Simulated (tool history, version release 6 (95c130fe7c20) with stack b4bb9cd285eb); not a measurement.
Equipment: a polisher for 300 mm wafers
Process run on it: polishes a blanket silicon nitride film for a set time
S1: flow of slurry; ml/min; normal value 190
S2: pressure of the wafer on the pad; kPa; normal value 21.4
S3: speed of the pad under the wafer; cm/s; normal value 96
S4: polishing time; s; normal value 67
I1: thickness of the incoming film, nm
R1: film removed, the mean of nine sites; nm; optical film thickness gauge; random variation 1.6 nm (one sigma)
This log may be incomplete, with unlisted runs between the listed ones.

{"run": 1, "hour": 0.0, "S1": 190, "S2": 21.4, "S3": 96, "S4": 67, "I1": 909.4, "R1": 103}
{"hour": 40.1, "done": "slurry nozzle cleaned"}
{"hour": 60.1, "done": "worn pad replaced by a new one"}
{"run": 2, "hour": 76.3, "S1": 190, "S2": 21.4, "S3": 96, "S4": 67, "I1": 900.6, "R1": 95.8}
{"run": 3, "hour": 114.3, "S1": 190, "S2": 21.4, "S3": 96, "S4": 67, "I1": 905.6, "R1": 95.3}
{"run": 4, "hour": 167.4, "S1": 190, "S2": 21.4, "S3": 96, "S4": 67, "I1": 908.2, "R1": 94.2}
{"run": 5, "hour": 209.3, "S1": 190, "S2": 21.4, "S3": 96, "S4": 67, "I1": 917, "R1": 97.4}
{"run": 6, "hour": 249.2, "S1": 190, "S2": 21.4, "S3": 96, "S4": 67, "I1": 887.8, "R1": 95.5}
{"run": 7, "hour": 307.3, "S1": 190, "S2": 21.4, "S3": 96, "S4": 67, "I1": 889.4, "R1": 93.8}
{"run": 8, "hour": 354.1, "S1": 190, "S2": 21.4, "S3": 96, "S4": 67, "I1": 904.8, "R1": 95.9}
{"run": 9, "hour": 449.1, "S1": 190, "S2": 21.4, "S3": 96, "S4": 67, "I1": 908.5, "R1": 91.1}
{"run": 10, "hour": 576.8, "S1": 190, "S2": 21.4, "S3": 96, "S4": 67, "I1": 904.1, "R1": 91.8}
{"run": 11, "hour": 619.7, "S1": 190, "S2": 21.4, "S3": 96, "S4": 67, "I1": 897.1, "R1": 89.7}
{"run": 12, "hour": 668.3, "S1": 190, "S2": 21.4, "S3": 96, "S4": 67, "I1": 916.3, "R1": 90.9}
{"hour": 744.0, "done": "head pressure recalibrated"}
{"hour": 745.4, "done": "worn pad replaced by a new one, repeated, since the last time left the tool worse"}
{"run": 13, "hour": 760.8, "S1": 150, "S2": 21.4, "S3": 96, "S4": 60, "I1": 918.4, "R1": 91.9}
{"run": 14, "hour": 810.4, "S1": 150, "S2": 21.4, "S3": 96, "S4": 60, "I1": 906.1, "R1": 94}
{"hour": 876.1, "done": "slurry nozzle cleaned"}
{"run": 15, "hour": 887.4, "S1": 190, "S2": 21.4, "S3": 96, "S4": 80, "I1": 900.6, "R1": 125}
{"run": 16, "hour": 929.6, "S1": 240, "S2": 18.6, "S3": 124, "S4": 78, "I1": 891.7, "R1": 133.9}
{"run": 17, "hour": 1007.7, "S1": 190, "S2": 21.4, "S3": 124, "S4": 89, "I1": 902.5, "R1": 169.1}
{"run": 18, "hour": 1062.8, "S1": 215, "S2": 21.4, "S3": 124, "S4": 67, "I1": 887.8, "R1": 132.3}

Run 19 has not been measured yet. What should we expect?
{"run": 19, "hour": 1116.2, "S1": 190, "S2": 21.4, "S3": 96, "S4": 67, "I1": 890.2, "R1": "?"}

{"run 19": {"R1": 103.2}}
On a tool with no hidden condition, and with the same random variation, this run would have come out at R1 107.4 nm.
